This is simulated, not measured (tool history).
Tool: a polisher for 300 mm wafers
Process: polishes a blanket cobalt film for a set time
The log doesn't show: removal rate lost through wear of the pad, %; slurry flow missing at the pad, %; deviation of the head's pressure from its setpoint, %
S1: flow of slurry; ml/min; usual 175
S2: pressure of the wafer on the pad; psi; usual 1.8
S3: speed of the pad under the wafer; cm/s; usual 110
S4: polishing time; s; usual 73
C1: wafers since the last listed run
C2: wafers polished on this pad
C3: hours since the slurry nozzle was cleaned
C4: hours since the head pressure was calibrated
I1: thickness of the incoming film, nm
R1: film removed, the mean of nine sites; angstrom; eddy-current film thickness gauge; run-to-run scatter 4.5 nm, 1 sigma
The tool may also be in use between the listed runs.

run	hour	S1	S2	S3	S4	C1	C2	C3	C4	I1	R1
1	0.0	200	1.8	110	73	0	1107	417.7	1270.5	1088.5	3113
2	10.3	200	1.8	110	73	90	1197	428.0	1280.8	1078.3	3132
3	18.8	200	1.8	110	73	74	1272	436.5	1289.3	1066.4	3219
# hour 60.7: worn pad replaced by a new one
4	63.8	175	1.8	82	65	359	27	481.5	1334.3	1061.4	1952
5	71.8	175	1.8	82	65	70	97	489.5	1342.3	1077.8	1960
6	82.5	175	1.8	82	65	93	191	500.2	1353.0	1056.3	1939
7	98.2	175	1.8	110	73	137	328	515.9	1368.7	1062.6	2849
8	104.9	175	1.8	110	73	58	387	522.6	1375.4	1058.2	2776
9	117.2	190	1.8	120	73	107	495	534.9	1387.7	1082.3	3015
# hour 122.5: worn pad replaced by a new one, repeated, since the last time left the tool worse
10	126.6	175	1.8	110	73	47	36	544.3	1397.1	1089.1	3286
11	133.2	140	1.3	110	73	57	94	550.9	1403.7	1056.4	2279
# hour 143.0: head pressure recalibrated
12	152.5	135	1.4	100	73	151	245	570.2	9.5	1061.4	2226
13	167.5	175	1.8	76	48	131	377	585.2	24.5	1072.6	1570
# hour 181.5: slurry nozzle cleaned
14	185.4	175	1.8	110	73	148	525	3.9	42.4	1071.1	3231
15	194.7	175	2.4	134	80	81	606	13.2	51.7	1070.9	5564
16	209.1	175	1.8	110	73	126	732	27.6	66.1	1073.5	3267
17	219.0	175	2.1	130	73	86	819	37.5	76.0	1079.7	4342
18	229.4	115	1.4	110	73	91	910	47.9	86.4	1058.3	2423
19	238.1	195	1.3	138	63	76	986	56.6	95.1	1080.7	2411
20	254.4	175	1.8	74	94	142	1129	72.9	111.4	1066.1	2870

Run 21 has not been measured yet. What should we expect?
# hour 266.6: worn pad replaced by a new one
21	268.8	175	1.8	82	65	91	19	87.3	125.8	1071.5	?

R1: 2278 angstrom
Take away the tool's hidden state, keep the run-to-run variation as it was, and the same run would have given R1 2304 angstrom.
